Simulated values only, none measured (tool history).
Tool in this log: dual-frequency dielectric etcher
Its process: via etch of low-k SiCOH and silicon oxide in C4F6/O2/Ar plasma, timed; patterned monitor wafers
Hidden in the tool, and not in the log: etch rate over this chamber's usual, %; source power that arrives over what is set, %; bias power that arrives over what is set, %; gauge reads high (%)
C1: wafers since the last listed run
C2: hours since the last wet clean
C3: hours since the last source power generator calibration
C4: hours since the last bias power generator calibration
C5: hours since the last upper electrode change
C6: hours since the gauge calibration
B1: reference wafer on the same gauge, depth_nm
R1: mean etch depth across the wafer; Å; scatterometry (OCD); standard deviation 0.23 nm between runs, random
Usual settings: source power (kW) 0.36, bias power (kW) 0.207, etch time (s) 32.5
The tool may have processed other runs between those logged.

run 1 hour=0 | source_power_(kW)=0.36 bias_power_(kW)=0.207 etch_time_(s)=32.5 | C1=0 C2=225.2 C3=2238.6 C4=2541.6 C5=3877.3 C6=636.6 | B1=85.3 | R1=752
run 2 hour=95.8 | source_power_(kW)=0.36 bias_power_(kW)=0.207 etch_time_(s)=32.5 | C1=946 C2=321 C3=2334.4 C4=2637.4 C5=3973.1 C6=732.4 | B1=85.3 | R1=754
run 3 hour=135.7 | source_power_(kW)=0.36 bias_power_(kW)=0.207 etch_time_(s)=32.5 | C1=394 C2=360.9 C3=2374.3 C4=2677.3 C5=4013 C6=772.3 | B1=85.3 | R1=747
run 4 hour=212.2 | source_power_(kW)=0.36 bias_power_(kW)=0.235 etch_time_(s)=32.5 | C1=755 C2=437.4 C3=2450.8 C4=2753.8 C5=4089.5 C6=848.8 | B1=85.3 | R1=788
-- hour=285.7 wet clean of the chamber
run 5 hour=309.4 | source_power_(kW)=0.36 bias_power_(kW)=0.235 etch_time_(s)=32.5 | C1=723 C2=23.7 C3=2548 C4=2851 C5=4186.7 C6=946 | B1=85.3 | R1=770
run 6 hour=349 | source_power_(kW)=0.36 bias_power_(kW)=0.235 etch_time_(s)=32.5 | C1=391 C2=63.3 C3=2587.6 C4=2890.6 C5=4226.3 C6=985.6 | B1=85.3 | R1=771
run 7 hour=558.7 | source_power_(kW)=0.41 bias_power_(kW)=0.207 etch_time_(s)=38 | C1=2071 C2=273 C3=2797.3 C4=3100.3 C5=4436 C6=1195.3 | B1=85.4 | R1=914
run 8 hour=625.1 | source_power_(kW)=0.41 bias_power_(kW)=0.207 etch_time_(s)=38 | C1=655 C2=339.4 C3=2863.7 C4=3166.7 C5=4502.4 C6=1261.7 | B1=85.3 | R1=918
run 9 hour=689.5 | source_power_(kW)=0.41 bias_power_(kW)=0.207 etch_time_(s)=38 | C1=636 C2=403.8 C3=2928.1 C4=3231.1 C5=4566.8 C6=1326.1 | B1=85.3 | R1=916
run 10 hour=739 | source_power_(kW)=0.36 bias_power_(kW)=0.207 etch_time_(s)=32.5 | C1=489 C2=453.3 C3=2977.6 C4=3280.6 C5=4616.3 C6=1375.6 | B1=85.3 | R1=751
-- hour=799 gauge calibrated
-- hour=811.9 wet clean of the chamber
run 11 hour=827.8 | source_power_(kW)=0.33 bias_power_(kW)=0.207 etch_time_(s)=37 | C1=640 C2=15.9 C3=3066.4 C4=3369.4 C5=4705.1 C6=28.8 | B1=85.3 | R1=812
run 12 hour=881.4 | source_power_(kW)=0.36 bias_power_(kW)=0.207 etch_time_(s)=32.5 | C1=529 C2=69.5 C3=3120 C4=3423 C5=4758.7 C6=82.4 | B1=85.3 | R1=741
run 13 hour=940.1 | source_power_(kW)=0.36 bias_power_(kW)=0.207 etch_time_(s)=32.5 | C1=579 C2=128.2 C3=3178.7 C4=3481.7 C5=4817.4 C6=141.1 | B1=85.3 | R1=740
run 14 hour=1026.4 | source_power_(kW)=0.32 bias_power_(kW)=0.176 etch_time_(s)=32.5 | C1=852 C2=214.5 C3=3265 C4=3568 C5=4903.7 C6=227.4 | B1=85.3 | R1=680
-- hour=1074.2 upper electrode replaced
run 15 hour=1087.4 | source_power_(kW)=0.36 bias_power_(kW)=0.207 etch_time_(s)=32.5 | C1=365 C2=275.5 C3=3326 C4=3629 C5=13.2 C6=288.4 | B1=85.3 | R1=746
run 16 hour=1129.1 | source_power_(kW)=0.4 bias_power_(kW)=0.19 etch_time_(s)=24.5 | C1=411 C2=317.2 C3=3367.7 C4=3670.7 C5=54.9 C6=330.1 | B1=85.3 | R1=567
run 17 hour=1213.8 | source_power_(kW)=0.4 bias_power_(kW)=0.207 etch_time_(s)=32.5 | C1=836 C2=401.9 C3=3452.4 C4=3755.4 C5=139.6 C6=414.8 | B1=85.3 | R1=780
-- hour=1251.8 wet clean of the chamber
run 18 hour=1287.4 | source_power_(kW)=0.31 bias_power_(kW)=0.207 etch_time_(s)=36.5 | C1=489 C2=35.6 C3=3526 C4=3829 C5=213.2 C6=488.4 | B1=85.2 | R1=790
run 19 hour=1368.2 | source_power_(kW)=0.36 bias_power_(kW)=0.191 etch_time_(s)=27.5 | C1=798 C2=116.4 C3=3606.8 C4=3909.8 C5=294 C6=569.2 | B1=85.2 | R1=612
run 20 hour=1417.3 | source_power_(kW)=0.36 bias_power_(kW)=0.171 etch_time_(s)=32.5 | C1=485 C2=165.5 C3=3655.9 C4=3958.9 C5=343.1 C6=618.3 | B1=85.3 | R1=703
run 21 hour=1477.6 | source_power_(kW)=0.39 bias_power_(kW)=0.207 etch_time_(s)=27.5 | C1=595 C2=225.8 C3=3716.2 C4=4019.2 C5=403.4 C6=678.6 | B1=85.3 | R1=644
-- hour=1509.5 source power generator calibrated
-- hour=1723.1 bias power generator calibrated
run 22 hour=1752.9 | source_power_(kW)=0.28 bias_power_(kW)=0.175 etch_time_(s)=32.5 | C1=2640 C2=501.1 C3=243.4 C4=29.8 C5=678.7 C6=953.9 | B1=85.3 | R1=658
-- hour=1820.1 wet clean of the chamber
run 23 hour=1820.6 | source_power_(kW)=0.43 bias_power_(kW)=0.24 etch_time_(s)=38.5 | C1=431 C2=0.5 C3=311.1 C4=97.5 C5=746.4 C6=1021.6 | B1=85.3 | R1=973
run 24 hour=1863.2 | source_power_(kW)=0.41 bias_power_(kW)=0.207 etch_time_(s)=32.5 | C1=420 C2=43.1 C3=353.7 C4=140.1 C5=789 C6=1064.2 | B1=85.3 | R1=772
run 25 hour=1951.7 | source_power_(kW)=0.4 bias_power_(kW)=0.207 etch_time_(s)=28.5 | C1=874 C2=131.6 C3=442.2 C4=228.6 C5=877.5 C6=1152.7 | B1=85.3 | R1=676
run 26 hour=2051.7 | source_power_(kW)=0.3 bias_power_(kW)=0.236 etch_time_(s)=32.5 | C1=987 C2=231.6 C3=542.2 C4=328.6 C5=977.5 C6=1252.7 | B1=85.3 | R1=730
run 27 hour=2155.1 | source_power_(kW)=0.36 bias_power_(kW)=0.207 etch_time_(s)=32.5 | C1=1021 C2=335 C3=645.6 C4=432 C5=1080.9 C6=1356.1 | B1=85.3 | R1=748
-- hour=2273.7 gauge calibrated
-- hour=2299.8 wet clean of the chamber
run 28 hour=2313.3 | source_power_(kW)=0.36 bias_power_(kW)=0.207 etch_time_(s)=32.5 | C1=1325 C2=13.5 C3=803.8 C4=590.2 C5=1239.1 C6=39.6 | B1=85.3 | R1=737
run 29 hour=2407.4 | source_power_(kW)=0.31 bias_power_(kW)=0.253 etch_time_(s)=39.5 | C1=929 C2=107.6 C3=897.9 C4=684.3 C5=1333.2 C6=133.7 | B1=85.3 | R1=911

List, for all runs, the conditions of the tool that the log does not record:
source power that arrives over what is set, %: 0, the same for each run
bias power that arrives over what is set, %: 0, the same for each run
gauge reads high (%): 0, the same for each run
H1: etch rate over this chamber's usual, %
run=1 H1=1.35
run=2 H1=1.84
run=3 H1=2.04
run=4 H1=2.42
run=5 H1=0.157
run=6 H1=0.357
run=7 H1=1.41
run=8 H1=1.75
run=9 H1=2.07
run=10 H1=2.32
run=11 H1=0.0347
run=12 H1=0.305
run=13 H1=0.601
run=14 H1=1.04
run=15 H1=1.34
run=16 H1=1.55
run=17 H1=1.98
run=18 H1=0.464
run=19 H1=0.872
run=20 H1=1.12
run=21 H1=1.42
run=22 H1=2.81
run=23 H1=-0.116
run=24 H1=0.0984
run=25 H1=0.545
run=26 H1=1.05
run=27 H1=1.57
run=28 H1=-0.0319
run=29 H1=0.443

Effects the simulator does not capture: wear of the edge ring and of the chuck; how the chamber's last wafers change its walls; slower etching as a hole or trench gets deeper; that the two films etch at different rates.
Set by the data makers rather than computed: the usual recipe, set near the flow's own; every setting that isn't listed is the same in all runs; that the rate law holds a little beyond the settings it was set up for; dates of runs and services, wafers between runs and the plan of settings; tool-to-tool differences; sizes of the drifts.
